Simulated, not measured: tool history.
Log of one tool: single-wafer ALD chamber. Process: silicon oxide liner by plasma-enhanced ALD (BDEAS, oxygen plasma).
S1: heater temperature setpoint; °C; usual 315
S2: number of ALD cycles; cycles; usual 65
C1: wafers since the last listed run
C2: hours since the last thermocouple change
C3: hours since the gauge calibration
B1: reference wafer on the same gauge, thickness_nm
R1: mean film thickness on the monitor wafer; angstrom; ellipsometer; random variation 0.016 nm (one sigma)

{"run": 1, "day": 0.0, "S1": 322, "S2": 65, "C1": 0, "C2": 334.8, "C3": 38.8, "B1": 6.382, "R1": 62.62}
{"run": 2, "day": 5.0, "S1": 322, "S2": 65, "C1": 718, "C2": 454.8, "C3": 158.8, "B1": 6.382, "R1": 62.67}
{"run": 3, "day": 8.483, "S1": 315, "S2": 65, "C1": 500, "C2": 538.4, "C3": 242.4, "B1": 6.379, "R1": 63.48}
{"run": 4, "day": 10.408, "S1": 315, "S2": 65, "C1": 276, "C2": 584.6, "C3": 288.6, "B1": 6.382, "R1": 63.07}
{"run": 5, "day": 12.596, "S1": 315, "S2": 65, "C1": 314, "C2": 637.1, "C3": 341.1, "B1": 6.38, "R1": 63.16}
{"run": 6, "day": 16.4, "S1": 308, "S2": 65, "C1": 546, "C2": 728.4, "C3": 432.4, "B1": 6.381, "R1": 63.47}
{"run": 7, "day": 20.329, "S1": 308, "S2": 65, "C1": 564, "C2": 822.7, "C3": 526.7, "B1": 6.38, "R1": 63.84}
{"run": 8, "day": 22.342, "S1": 308, "S2": 65, "C1": 289, "C2": 871, "C3": 575, "B1": 6.379, "R1": 63.81}
{"run": 9, "day": 26.142, "S1": 315, "S2": 59, "C1": 546, "C2": 962.2, "C3": 666.2, "B1": 6.38, "R1": 57.25}
{"run": 10, "day": 29.683, "S1": 315, "S2": 65, "C1": 509, "C2": 1047.2, "C3": 751.2, "B1": 6.38, "R1": 62.97}
{"run": 11, "day": 32.904, "S1": 315, "S2": 65, "C1": 463, "C2": 1124.5, "C3": 828.5, "B1": 6.378, "R1": 62.87}
{"run": 12, "day": 35.262, "S1": 315, "S2": 65, "C1": 339, "C2": 1181.1, "C3": 885.1, "B1": 6.377, "R1": 63.47}
{"run": 13, "day": 44.4, "S1": 310, "S2": 65, "C1": 1313, "C2": 1400.4, "C3": 1104.4, "B1": 6.384, "R1": 63.66}
{"run": 14, "day": 46.696, "S1": 315, "S2": 65, "C1": 330, "C2": 1455.5, "C3": 1159.5, "B1": 6.384, "R1": 63.41}
{"run": 15, "day": 50.8, "S1": 315, "S2": 57, "C1": 589, "C2": 1554, "C3": 1258, "B1": 6.379, "R1": 55.7}
{"run": 16, "day": 53.183, "S1": 326, "S2": 71, "C1": 342, "C2": 1611.2, "C3": 1315.2, "B1": 6.38, "R1": 68.13}
{"run": 17, "day": 55.862, "S1": 315, "S2": 65, "C1": 385, "C2": 1675.5, "C3": 1379.5, "B1": 6.378, "R1": 63.19}
{"run": 18, "day": 57.542, "S1": 315, "S2": 62, "C1": 241, "C2": 1715.8, "C3": 1419.8, "B1": 6.376, "R1": 60.4}
{"day": 58.025, "done": "gauge calibrated"}
{"run": 19, "day": 60.762, "S1": 315, "S2": 57, "C1": 463, "C2": 1793.1, "C3": 65.7, "B1": 6.379, "R1": 55.31}
{"run": 20, "day": 62.388, "S1": 315, "S2": 61, "C1": 233, "C2": 1832.1, "C3": 104.7, "B1": 6.38, "R1": 59.21}
{"day": 64.55, "done": "thermocouple changed; heater temperature recalibrated"}
{"run": 21, "day": 65.521, "S1": 308, "S2": 58, "C1": 402, "C2": 23.3, "C3": 179.9, "B1": 6.381, "R1": 56.68}
{"run": 22, "day": 69.733, "S1": 324, "S2": 60, "C1": 605, "C2": 124.4, "C3": 281, "B1": 6.378, "R1": 57.51}
{"run": 23, "day": 73.317, "S1": 315, "S2": 65, "C1": 515, "C2": 210.4, "C3": 367, "B1": 6.38, "R1": 63.19}
{"run": 24, "day": 77.175, "S1": 309, "S2": 61, "C1": 554, "C2": 303, "C3": 459.6, "B1": 6.375, "R1": 59.88}
{"run": 25, "day": 79.017, "S1": 320, "S2": 65, "C1": 264, "C2": 347.2, "C3": 503.8, "B1": 6.381, "R1": 62.96}
{"run": 26, "day": 80.8, "S1": 306, "S2": 61, "C1": 256, "C2": 390, "C3": 546.6, "B1": 6.384, "R1": 60.17}
{"run": 27, "day": 84.767, "S1": 304, "S2": 53, "C1": 570, "C2": 485.2, "C3": 641.8, "B1": 6.38, "R1": 52.32}
{"run": 28, "day": 86.621, "S1": 308, "S2": 65, "C1": 266, "C2": 529.7, "C3": 686.3, "B1": 6.382, "R1": 63.64}
{"run": 29, "day": 88.729, "S1": 315, "S2": 65, "C1": 303, "C2": 580.3, "C3": 736.9, "B1": 6.38, "R1": 63.32}
{"run": 30, "day": 92.042, "S1": 321, "S2": 75, "C1": 476, "C2": 659.8, "C3": 816.4, "B1": 6.383, "R1": 72.62}
{"run": 31, "day": 93.812, "S1": 315, "S2": 52, "C1": 254, "C2": 702.3, "C3": 858.9, "B1": 6.382, "R1": 50.25}
{"run": 32, "day": 97.025, "S1": 324, "S2": 65, "C1": 461, "C2": 779.4, "C3": 936, "B1": 6.38, "R1": 62.69}
{"run": 33, "day": 98.792, "S1": 325, "S2": 74, "C1": 253, "C2": 821.8, "C3": 978.4, "B1": 6.38, "R1": 71.19}
{"run": 34, "day": 100.367, "S1": 323, "S2": 65, "C1": 226, "C2": 859.6, "C3": 1016.2, "B1": 6.377, "R1": 62.34}
{"run": 35, "day": 101.888, "S1": 323, "S2": 77, "C1": 218, "C2": 896.1, "C3": 1052.7, "B1": 6.383, "R1": 74.06}
{"run": 36, "day": 105.204, "S1": 301, "S2": 65, "C1": 476, "C2": 975.7, "C3": 1132.3, "B1": 6.379, "R1": 64.08}

5 ways to go on from here, each from the tool as it stands after run 36. What would each give?
{"run": "A", "day": 105.225, "S1": 315, "S2": 70, "C1": 2, "C2": 976.2, "C3": 1132.8, "B1": "?", "R1": "?"}
{"run": "B", "day": 105.225, "S1": 323, "S2": 61, "C1": 2, "C2": 976.2, "C3": 1132.8, "B1": "?", "R1": "?"}
{"run": "C", "day": 105.225, "S1": 301, "S2": 72, "C1": 2, "C2": 976.2, "C3": 1132.8, "B1": "?", "R1": "?"}
{"run": "D", "day": 105.225, "S1": 327, "S2": 65, "C1": 2, "C2": 976.2, "C3": 1132.8, "B1": "?", "R1": "?"}
{"run": "E", "day": 105.225, "S1": 309, "S2": 69, "C1": 2, "C2": 976.2, "C3": 1132.8, "B1": "?", "R1": "?"}

run=A B1=6.379 R1=68.18
run=B B1=6.379 R1=58.81
run=C B1=6.379 R1=71.36
run=D B1=6.379 R1=62.35
run=E B1=6.379 R1=67.71
Without the tool's hidden state the same runs would have given:
run=A R1=68.18
run=B R1=58.81
run=C R1=71.36
run=D R1=62.35
run=E R1=67.71
